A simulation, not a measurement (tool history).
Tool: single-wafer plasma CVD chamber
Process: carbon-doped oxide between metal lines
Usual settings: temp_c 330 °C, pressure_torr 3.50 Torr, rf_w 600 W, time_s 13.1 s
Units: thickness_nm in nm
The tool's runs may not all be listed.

run     day  temp_c  pressure_torr  rf_w  time_s  wafers since the last listed run  hours since the last thermocouple change  hours since the last RF generator calibration  hours since the last manometer calibration  hours since the showerhead was replaced  hours since the gauge calibration  read-back reference wafer on the same gauge, thickness_nm  thickness_nm
  1   0.000     330           3.50   600    13.1                                 0                                    2133.8                                         1327.1                                      1972.4                                   3525.5                              288.6                                                     74.964        73.116
  2   1.354     330           3.50   600    13.1                               609                                    2166.3                                         1359.6                                      2004.9                                   3558.0                              321.1                                                     75.010        73.210
  3   1.892     330           3.50   540    13.1                               241                                    2179.2                                         1372.5                                      2017.8                                   3570.9                              334.0                                                     74.957        67.424
  4   3.179     330           3.50   540    13.1                               579                                    2210.1                                         1403.4                                      2048.7                                   3601.8                              364.9                                                     74.966        67.346
  5   4.321     330           3.50   540    13.1                               513                                    2237.5                                         1430.8                                      2076.1                                   3629.2                              392.3                                                     75.026        67.262
  6   5.746     330           3.50   600    11.8                               640                                    2271.7                                         1465.0                                      2110.3                                   3663.4                              426.5                                                     75.029        65.823
      7.742  -- capacitance manometer re-zeroed and calibrated
  7   7.971     330           3.50   600    11.8                               850                                    2325.1                                         1518.4                                         5.5                                   3716.8                              479.9                                                     74.985        65.614
  8   9.338     330           3.19   600    13.1                               614                                    2357.9                                         1551.2                                        38.3                                   3749.6                              512.7                                                     74.988        71.615
  9  10.046     330           3.19   600    13.1                               318                                    2374.9                                         1568.2                                        55.3                                   3766.6                              529.7                                                     75.049        71.266
     11.533  -- showerhead replaced
     11.667  -- RF generator calibrated
 10  11.688     330           3.50   600    13.1                               528                                    2414.3                                            0.5                                        94.7                                      3.7                              569.1                                                     75.025        74.534
     11.779  -- gauge calibrated
 11  12.292     345           3.50   545    13.1                               271                                    2428.8                                           15.0                                       109.2                                     18.2                               12.3                                                     75.050        66.109
 12  13.771     336           3.90   655    11.0                               665                                    2464.3                                           50.5                                       144.7                                     53.7                               47.8                                                     74.970        66.895
 13  14.388     330           3.50   600    13.1                               277                                    2479.1                                           65.3                                       159.5                                     68.5                               62.6                                                     74.980        74.666
     15.050  -- thermocouple changed; heater temperature recalibrated
 14  15.296     320           2.79   560    15.7                               258                                       5.9                                           87.1                                       181.3                                     90.3                               84.4                                                     75.030        85.686
 15  16.138     330           3.50   640    13.1                               378                                      26.1                                          107.3                                       201.5                                    110.5                              104.6                                                     75.003        77.993
 16  17.283     318           4.29   655    10.9                               515                                      53.6                                          134.8                                       229.0                                    138.0                              132.1                                                     74.972        72.480
 17  18.267     330           3.50   600    13.1                               442                                      77.2                                          158.4                                       252.6                                    161.6                              155.7                                                     74.974        74.536
 18  19.467     330           3.50   600    13.1                               539                                     106.0                                          187.2                                       281.4                                    190.4                              184.5                                                     74.979        74.326
 19  20.554     330           2.84   700    11.5                               489                                     132.1                                          213.3                                       307.5                                    216.5                              210.6                                                     74.975        71.100
 20  21.708     339           3.50   600    10.5                               519                                     159.8                                          241.0                                       335.2                                    244.2                              238.3                                                     75.066        57.984
 21  23.050     330           3.50   600    13.1                               603                                     192.0                                          273.2                                       367.4                                    276.4                              270.5                                                     75.017        74.627

Forecast each of these 3 alternatives for the next run:
  A  23.067     330           3.50   710    13.1                                 7                                     192.4                                          273.6                                       367.8                                    276.8                              270.9                                                          ?             ?
  B  23.067     337           3.80   565    13.1                                 7                                     192.4                                          273.6                                       367.8                                    276.8                              270.9                                                          ?             ?
  C  23.067     344           3.11   670    11.8                                 7                                     192.4                                          273.6                                       367.8                                    276.8                              270.9                                                          ?             ?

run  read-back reference wafer on the same gauge, thickness_nm  thickness_nm
  A                                                     74.955        83.757
  B                                                     74.955        70.625
  C                                                     74.955        67.972
Without the tool's hidden state the same runs would have given:
run  thickness_nm
  A        84.342
  B        71.129
  C        68.447
